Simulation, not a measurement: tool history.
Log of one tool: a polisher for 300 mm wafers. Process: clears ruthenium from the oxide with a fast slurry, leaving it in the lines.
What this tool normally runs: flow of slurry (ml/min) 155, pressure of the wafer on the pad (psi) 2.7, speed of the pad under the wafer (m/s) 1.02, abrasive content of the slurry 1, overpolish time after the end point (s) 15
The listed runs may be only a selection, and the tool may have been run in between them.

run,day,flow of slurry (ml/min),pressure of the wafer on the pad (psi),speed of the pad under the wafer (m/s),abrasive content of the slurry,overpolish time after the end point (s),"incoming thickness of the incoming film, nm",time until the end point was called (s),dishing of a wide line in a test structure (angstrom)
1,0,155,2.7,1.02,1,15,300.5,75,461
2,0.379,125,2.7,1.02,1,15,300.7,82.5,439
3,0.779,125,2.7,1.02,1,15,298.8,78.8,444
# day 1.088: worn pad replaced by a new one
4,1.108,125,2.7,1.02,1,15,302.5,82.2,437
5,2.767,115,3.2,1.02,1,15,299.1,70.4,518
6,3.362,155,2.7,1.02,1,15,299.3,75.8,460
7,3.762,155,2.7,1.02,1,15,301.1,75.9,457
8,4.242,155,2.7,1.02,1,15,294.9,74.5,466
9,4.704,155,2.7,1.02,1,15,297.8,75.7,460
10,5.421,155,2.1,1.02,1,15,300.2,98.9,366
# day 5.675: worn pad replaced by a new one
11,5.7,155,2.7,1.02,1,15,299.8,79.8,458
12,6.292,155,2.7,1.02,1,9,300.1,78,287
13,6.696,155,2.7,1.02,1,9,300,76.9,295
14,7.092,155,2.7,0.8,1,15,299.5,88.1,406
# day 7.258: head pressure recalibrated
15,9.104,155,2.7,1.02,1,15,297.6,76.7,472
# day 9.808: slurry blender recalibrated
# day 10.108: worn pad replaced by a new one
# day 10.321: slurry nozzle cleaned
16,10.742,100,2.2,1.02,1,15,299.8,107.5,344
17,11.4,115,3,1.02,1,19,299.9,73.4,597
18,11.912,155,3.5,1.02,1,18,300.6,60.2,673
19,12.492,170,2.7,1.02,1,15,297.5,74.6,450
20,12.954,120,2.4,1.02,0.7,15,299.5,131.4,279
21,13.217,175,2.7,1.02,0.75,15,297.6,96.8,355
22,13.896,120,3.3,0.68,1,20,299.8,86.4,555
23,14.167,155,2.7,1.02,1,15,298.9,76,448
# day 14.583: worn pad replaced by a new one
24,14.604,100,2.2,1.02,1,15,303.1,103.8,343
25,14.746,155,2.7,1.02,1,15,305.1,78.7,470
26,15.438,170,3.3,1.02,1,22,297,59.1,755
27,16.05,155,2.7,1.14,0.8,21,299.8,92.7,528
28,16.667,100,2.7,1.02,1,24,303,86.8,625

5 options for the next run, each taken on its own from the tool as it stands now. Forecast them:
A,16.688,155,2.7,1.02,1,15,299.3,?,?
B,16.688,115,2.7,1.28,1.1,10,299.3,?,?
C,16.688,155,2.7,1.18,1,15,299.3,?,?
D,16.688,205,2.7,1.28,1,15,299.3,?,?
E,16.688,140,2.7,1.02,1,12,299.3,?,?

run,time until the end point was called (s),dishing of a wide line in a test structure (angstrom)
A,78.6,467
B,67.9,370
C,71.9,506
D,65.3,551
E,80.2,375
Had the tool no hidden state, the same runs would have come out as:
run,time until the end point was called (s),dishing of a wide line in a test structure (angstrom)
A,78.6,467
B,67.9,370
C,71.9,506
D,65.3,551
E,80.2,375
